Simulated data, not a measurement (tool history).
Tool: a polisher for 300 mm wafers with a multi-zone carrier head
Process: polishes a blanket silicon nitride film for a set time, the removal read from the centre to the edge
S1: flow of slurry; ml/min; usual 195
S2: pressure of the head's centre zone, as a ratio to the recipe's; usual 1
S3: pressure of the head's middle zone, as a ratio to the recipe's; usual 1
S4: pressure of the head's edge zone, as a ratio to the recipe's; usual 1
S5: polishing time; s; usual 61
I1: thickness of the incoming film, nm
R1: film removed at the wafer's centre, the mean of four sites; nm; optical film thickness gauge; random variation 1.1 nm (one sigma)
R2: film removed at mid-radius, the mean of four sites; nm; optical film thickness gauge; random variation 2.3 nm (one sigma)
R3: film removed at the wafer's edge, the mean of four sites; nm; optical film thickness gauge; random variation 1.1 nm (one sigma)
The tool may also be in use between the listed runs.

{"run": 1, "hour": 0.0, "S1": 195, "S2": 1, "S3": 1, "S4": 1, "S5": 61, "I1": 472.8, "R1": 158, "R2": 160.5, "R3": 165}
{"run": 2, "hour": 15.4, "S1": 195, "S2": 1, "S3": 1, "S4": 1, "S5": 61, "I1": 470.6, "R1": 156.1, "R2": 164.9, "R3": 166.6}
{"hour": 20.3, "done": "centre zone pressure recalibrated"}
{"run": 3, "hour": 28.8, "S1": 195, "S2": 1, "S3": 1, "S4": 1, "S5": 61, "I1": 478.4, "R1": 160.1, "R2": 165, "R3": 164.9}
{"hour": 33.2, "done": "worn pad replaced by a new one"}
{"run": 4, "hour": 62.1, "S1": 195, "S2": 0.9, "S3": 1.05, "S4": 1, "S5": 61, "I1": 480.1, "R1": 146.1, "R2": 171.5, "R3": 165}
{"run": 5, "hour": 85.8, "S1": 175, "S2": 0.93, "S3": 1, "S4": 1.1, "S5": 48, "I1": 482.4, "R1": 116.2, "R2": 128.8, "R3": 137.2}
{"run": 6, "hour": 109.0, "S1": 195, "S2": 1, "S3": 1, "S4": 1, "S5": 61, "I1": 478.9, "R1": 162, "R2": 163.9, "R3": 165.6}
{"hour": 134.7, "done": "edge zone pressure recalibrated"}
{"run": 7, "hour": 137.5, "S1": 195, "S2": 0.89, "S3": 1.06, "S4": 1, "S5": 61, "I1": 485.4, "R1": 142.3, "R2": 173, "R3": 163.4}
{"run": 8, "hour": 154.2, "S1": 195, "S2": 1.05, "S3": 1, "S4": 1.1, "S5": 71, "I1": 483.9, "R1": 193.6, "R2": 191.7, "R3": 205}
{"run": 9, "hour": 179.9, "S1": 195, "S2": 1, "S3": 1, "S4": 1, "S5": 61, "I1": 478.8, "R1": 160, "R2": 165.9, "R3": 167.4}
{"run": 10, "hour": 200.4, "S1": 195, "S2": 1, "S3": 1, "S4": 1, "S5": 61, "I1": 475.2, "R1": 158, "R2": 165, "R3": 165.8}
{"hour": 227.4, "done": "worn pad replaced by a new one"}
{"run": 11, "hour": 248.2, "S1": 155, "S2": 1.04, "S3": 0.89, "S4": 1.06, "S5": 61, "I1": 480, "R1": 162.6, "R2": 147.2, "R3": 167.2}
{"run": 12, "hour": 263.2, "S1": 195, "S2": 1, "S3": 1, "S4": 1, "S5": 61, "I1": 476.8, "R1": 159.4, "R2": 166.2, "R3": 165.9}
{"hour": 268.7, "done": "carrier head's membrane replaced by a new one"}
{"run": 13, "hour": 291.8, "S1": 195, "S2": 1.1, "S3": 1, "S4": 1, "S5": 50, "I1": 473, "R1": 142, "R2": 134.8, "R3": 136.4}
{"run": 14, "hour": 316.2, "S1": 125, "S2": 0.89, "S3": 1.11, "S4": 1, "S5": 79, "I1": 483.2, "R1": 173.6, "R2": 225.3, "R3": 208.3}
{"run": 15, "hour": 341.3, "S1": 175, "S2": 1, "S3": 0.89, "S4": 1.1, "S5": 48, "I1": 484, "R1": 122.4, "R2": 117, "R3": 135.2}
{"run": 16, "hour": 364.4, "S1": 175, "S2": 1, "S3": 1.09, "S4": 0.95, "S5": 52, "I1": 474.2, "R1": 133.6, "R2": 146.5, "R3": 137.2}
{"hour": 392.0, "done": "worn pad replaced by a new one"}
{"hour": 400.7, "done": "slurry nozzle cleaned"}
{"run": 17, "hour": 401.2, "S1": 130, "S2": 1.07, "S3": 1, "S4": 1.07, "S5": 75, "I1": 483.2, "R1": 198.3, "R2": 187.7, "R3": 205.5}
{"run": 18, "hour": 414.4, "S1": 195, "S2": 1, "S3": 0.93, "S4": 1.11, "S5": 61, "I1": 485.8, "R1": 160, "R2": 150.3, "R3": 173.6}
{"run": 19, "hour": 427.9, "S1": 230, "S2": 1, "S3": 1, "S4": 1, "S5": 50, "I1": 475.3, "R1": 130.3, "R2": 141.1, "R3": 138.9}
{"run": 20, "hour": 449.1, "S1": 155, "S2": 0.92, "S3": 1, "S4": 0.89, "S5": 67, "I1": 478.4, "R1": 154.7, "R2": 172.9, "R3": 170.4}
{"run": 21, "hour": 477.6, "S1": 195, "S2": 1, "S3": 1, "S4": 1, "S5": 61, "I1": 478.5, "R1": 157.5, "R2": 167.1, "R3": 166.3}
{"run": 22, "hour": 501.2, "S1": 145, "S2": 1.08, "S3": 1, "S4": 1, "S5": 44, "I1": 478.1, "R1": 119.1, "R2": 115.5, "R3": 116.5}
{"run": 23, "hour": 528.3, "S1": 195, "S2": 1.09, "S3": 0.93, "S4": 1.03, "S5": 61, "I1": 489.8, "R1": 172.6, "R2": 150.1, "R3": 169.1}

Measured less the same run without the tool's hidden state. The same run-to-run variation is in both; the gauge's scatter may not be:
The hidden state here: removal rate lost through wear of the pad, %; slurry flow missing at the pad, %; deviation of the centre zone's pressure from its setpoint, %; deviation of the edge zone's pressure from its setpoint, %.
run=1 R1=-5.9
run=2 R1=-5.8
run=3 R1=+0
run=4 R1=-0.5
run=5 R1=-0.6
run=6 R1=-1.2
run=7 R1=-1.4
run=8 R1=-2.2
run=9 R1=-2
run=10 R1=-2.2
run=11 R1=-2.8
run=12 R1=-2.9
run=13 R1=-2.7
run=14 R1=-3.6
run=15 R1=-2.6
run=16 R1=-3
run=17 R1=-4.7
run=18 R1=-3.8
run=19 R1=-3.2
run=20 R1=-3.9
run=21 R1=-4.1
run=22 R1=-3.2
run=23 R1=-4.7
R2: within 0.1 nm of the measured result in every run.
R3: 0 in every run.

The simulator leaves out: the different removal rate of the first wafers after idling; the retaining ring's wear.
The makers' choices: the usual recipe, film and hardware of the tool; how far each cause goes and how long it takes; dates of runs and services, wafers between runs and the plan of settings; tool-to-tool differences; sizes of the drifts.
